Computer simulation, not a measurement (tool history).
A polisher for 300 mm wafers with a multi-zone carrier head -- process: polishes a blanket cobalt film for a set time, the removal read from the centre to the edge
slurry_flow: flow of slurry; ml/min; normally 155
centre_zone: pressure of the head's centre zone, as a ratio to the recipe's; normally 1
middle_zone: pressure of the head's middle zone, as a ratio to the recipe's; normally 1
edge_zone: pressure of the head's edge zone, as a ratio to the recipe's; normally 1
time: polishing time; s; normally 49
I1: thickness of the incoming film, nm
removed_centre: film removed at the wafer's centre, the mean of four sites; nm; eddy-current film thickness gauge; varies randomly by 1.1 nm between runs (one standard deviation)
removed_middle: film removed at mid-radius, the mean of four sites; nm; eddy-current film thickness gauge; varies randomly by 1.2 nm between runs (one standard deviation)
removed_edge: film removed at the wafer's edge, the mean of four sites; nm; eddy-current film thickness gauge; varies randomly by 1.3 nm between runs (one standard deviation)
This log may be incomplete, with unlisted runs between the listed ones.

Run 1, day 0: usual settings; I1 1387. Result: removed_centre 134.4 nm, removed_middle 140.4 nm, removed_edge 143.3 nm.
Run 2, day 0.329: usual settings but middle_zone 1.07; I1 1388.5. Result: removed_centre 136 nm, removed_middle 145.8 nm, removed_edge 143.5 nm.
Run 3, day 0.862: usual settings; I1 1391.3. Result: removed_centre 136.1 nm, removed_middle 135.6 nm, removed_edge 139.1 nm.
Run 4, day 1.558: usual settings; I1 1377.2. Result: removed_centre 135 nm, removed_middle 136.3 nm, removed_edge 142.7 nm.
Run 5, day 1.975: usual settings; I1 1411.2. Result: removed_centre 135.9 nm, removed_middle 134.8 nm, removed_edge 141 nm.
Run 6, day 2.404: usual settings but slurry_flow 180 ml/min; I1 1385.7. Result: removed_centre 139.5 nm, removed_middle 140.4 nm, removed_edge 145.2 nm.
At day 2.896: worn pad replaced by a new one.
Run 7, day 3.025: usual settings but slurry_flow 180 ml/min; I1 1398.5. Result: removed_centre 137.9 nm, removed_middle 140.5 nm, removed_edge 141.8 nm.
At day 3.371: centre zone pressure recalibrated.
Run 8, day 3.762: usual settings but edge_zone 1.07; I1 1371.8. Result: removed_centre 131.6 nm, removed_middle 136.2 nm, removed_edge 144.4 nm.
Run 9, day 4.171: usual settings; I1 1406.6. Result: removed_centre 131.9 nm, removed_middle 133.6 nm, removed_edge 140.8 nm.
At day 4.7: edge zone pressure recalibrated.
At day 4.771: slurry nozzle cleaned.
Run 10, day 4.838: usual settings; I1 1392.5. Result: removed_centre 146.4 nm, removed_middle 144.7 nm, removed_edge 146.5 nm.
Run 11, day 5.117: usual settings but slurry_flow 115 ml/min, middle_zone 1.06, edge_zone 1.05, time 54 s; I1 1397. Result: removed_centre 149.1 nm, removed_middle 156.9 nm, removed_edge 159.4 nm.
Run 12, day 5.404: usual settings but slurry_flow 115 ml/min, middle_zone 0.94; I1 1399.2. Result: removed_centre 132.9 nm, removed_middle 131.3 nm, removed_edge 140.4 nm.
Run 13, day 5.962: usual settings but slurry_flow 105 ml/min, centre_zone 1.08; I1 1389.5. Result: removed_centre 142.6 nm, removed_middle 133 nm, removed_edge 140.1 nm.
Run 14, day 6.275: usual settings but centre_zone 0.89; I1 1392.4. Result: removed_centre 129.3 nm, removed_middle 145.1 nm, removed_edge 147.8 nm.
At day 6.754: carrier head's membrane replaced by a new one.
Run 15, day 6.775: usual settings but centre_zone 0.93, middle_zone 1.05, edge_zone 1.09, time 38 s; I1 1392.4. Result: removed_centre 103.3 nm, removed_middle 116.4 nm, removed_edge 120.2 nm.
Run 16, day 6.979: usual settings but centre_zone 1.09, middle_zone 0.93, edge_zone 1.06, time 54 s; I1 1396.4. Result: removed_centre 173.8 nm, removed_middle 151 nm, removed_edge 168.5 nm.
Run 17, day 7.679: usual settings but time 57 s; I1 1365. Result: removed_centre 167.3 nm, removed_middle 172 nm, removed_edge 172.6 nm.
Run 18, day 8.204: usual settings but slurry_flow 195 ml/min, centre_zone 1.04, edge_zone 1.07; I1 1395.5. Result: removed_centre 158.1 nm, removed_middle 152.6 nm, removed_edge 158.7 nm.
Run 19, day 8.567: usual settings but time 65 s; I1 1396.9. Result: removed_centre 192.3 nm, removed_middle 190.3 nm, removed_edge 197.4 nm.
At day 9.108: worn pad replaced by a new one.
Run 20, day 9.146: usual settings but centre_zone 0.92, middle_zone 1.07, time 53 s; I1 1377.3. Result: removed_centre 144.6 nm, removed_middle 168.5 nm, removed_edge 160.9 nm.
Run 21, day 9.554: usual settings; I1 1382.5. Result: removed_centre 144.7 nm, removed_middle 146 nm, removed_edge 146.8 nm.

Here are 5 independent what-if runs from the current tool condition. What would each one return?
Run A, day 9.571: usual settings but time 61 s; I1 1377.4. Result: removed_centre ?, removed_middle ?, removed_edge ?.
Run B, day 9.571: usual settings but edge_zone 0.94, time 35 s; I1 1377.4. Result: removed_centre ?, removed_middle ?, removed_edge ?.
Run C, day 9.571: usual settings but slurry_flow 180 ml/min, centre_zone 0.94, edge_zone 0.91, time 55 s; I1 1377.4. Result: removed_centre ?, removed_middle ?, removed_edge ?.
Run D, day 9.571: usual settings but slurry_flow 170 ml/min, centre_zone 1.08, edge_zone 1.11, time 38 s; I1 1377.4. Result: removed_centre ?, removed_middle ?, removed_edge ?.
Run E, day 9.571: usual settings but middle_zone 1.04, edge_zone 0.96, time 56 s; I1 1377.4. Result: removed_centre ?, removed_middle ?, removed_edge ?.

run  removed_centre  removed_middle  removed_edge
  A           180.1           180.4         184.4
  B           103.4           103.5         102.7
  C           157.3           167.2         162.1
  D           123.6           114.3         122.5
  E           165.4           170.7         165.9
Take away the tool's hidden state, keep each run's random variation, and the runs would have read:
run  removed_centre  removed_middle  removed_edge
  A           181.9             182         185.6
  B           104.4           104.4         103.4
  C           158.6           168.4           163
  D           124.7           115.2         123.2
  E             167           172.2           167
